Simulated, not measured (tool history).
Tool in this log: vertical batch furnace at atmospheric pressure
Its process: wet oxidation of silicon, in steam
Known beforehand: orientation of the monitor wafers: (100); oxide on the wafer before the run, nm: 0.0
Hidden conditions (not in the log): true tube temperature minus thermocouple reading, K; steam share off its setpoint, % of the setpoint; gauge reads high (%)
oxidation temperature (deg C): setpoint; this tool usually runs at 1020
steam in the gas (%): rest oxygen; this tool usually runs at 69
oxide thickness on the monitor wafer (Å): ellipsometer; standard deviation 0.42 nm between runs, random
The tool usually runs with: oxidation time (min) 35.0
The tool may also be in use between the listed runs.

run	hour	oxidation temperature (deg C)	oxidation time (min)	steam in the gas (%)	wafers since the last listed run	hours since the last temperature calibration	hours since the steam generator was serviced	hours since the gauge calibration	read-back reference wafer on the same gauge, thickness	oxide thickness on the monitor wafer (Å)
1	0.0	1020	35.0	75	0	3130.5	2606.2	98.5	296.85	2792.3
2	13.5	1020	35.0	75	240	3144.0	2619.7	112.0	297.02	2785.3
3	25.6	1020	35.0	75	215	3156.1	2631.8	124.1	296.83	2778.1
4	37.6	1020	35.0	69	213	3168.1	2643.8	136.1	296.98	2617.2
5	56.3	1020	35.0	69	332	3186.8	2662.5	154.8	296.97	2622.0
# hour 86.1: steam generator serviced
6	86.6	1020	35.0	69	112	3217.1	0.5	185.1	296.86	2811.3
7	91.1	1020	35.0	69	80	3221.6	5.0	189.6	296.98	2823.2
8	95.7	1020	35.0	69	81	3226.2	9.6	194.2	297.01	2811.8
9	100.2	1020	35.0	69	80	3230.7	14.1	198.7	296.95	2806.2
# hour 130.3: thermocouples replaced and temperature profile calibrated
10	130.8	1020	35.0	69	117	0.5	44.7	229.3	297.09	2813.1
11	135.4	1020	35.0	69	81	5.1	49.3	233.9	297.03	2814.8
12	148.9	1020	52.0	66	240	18.6	62.8	247.4	296.98	3588.1
13	165.7	1005	44.0	73	298	35.4	79.6	264.2	297.11	3052.5
14	178.1	1012	30.0	73	220	47.8	92.0	276.6	297.08	2448.3
15	187.2	1010	42.5	79	161	56.9	101.1	285.7	296.95	3273.1
# hour 190.5: gauge calibrated
16	201.1	1040	22.0	79	247	70.8	115.0	10.6	297.03	2592.9
17	216.5	1035	35.0	61	273	86.2	130.4	26.0	297.25	2886.9
18	227.4	1020	35.0	69	193	97.1	141.3	36.9	296.98	2796.7
19	245.2	1029	46.5	58	316	114.9	159.1	54.7	297.04	3243.8
20	252.9	1020	29.0	75	136	122.6	166.8	62.4	297.09	2599.2
21	259.9	1020	47.5	78	124	129.6	173.8	69.4	297.16	3775.4

Per-run results on a tool with no hidden state, each run keeping its own random variation:
run	oxide thickness on the monitor wafer (Å)
1	3007.3
2	3000.9
3	2994.1
4	2823.8
5	2830.4
6	2823.6
7	2835.8
8	2824.7
9	2819.4
10	2828.4
11	2830.4
12	3608.3
13	3071.9
14	2465.1
15	3295.2
16	2611.1
17	2908.1
18	2818.5
19	3269.5
20	2621.4
21	3806.3
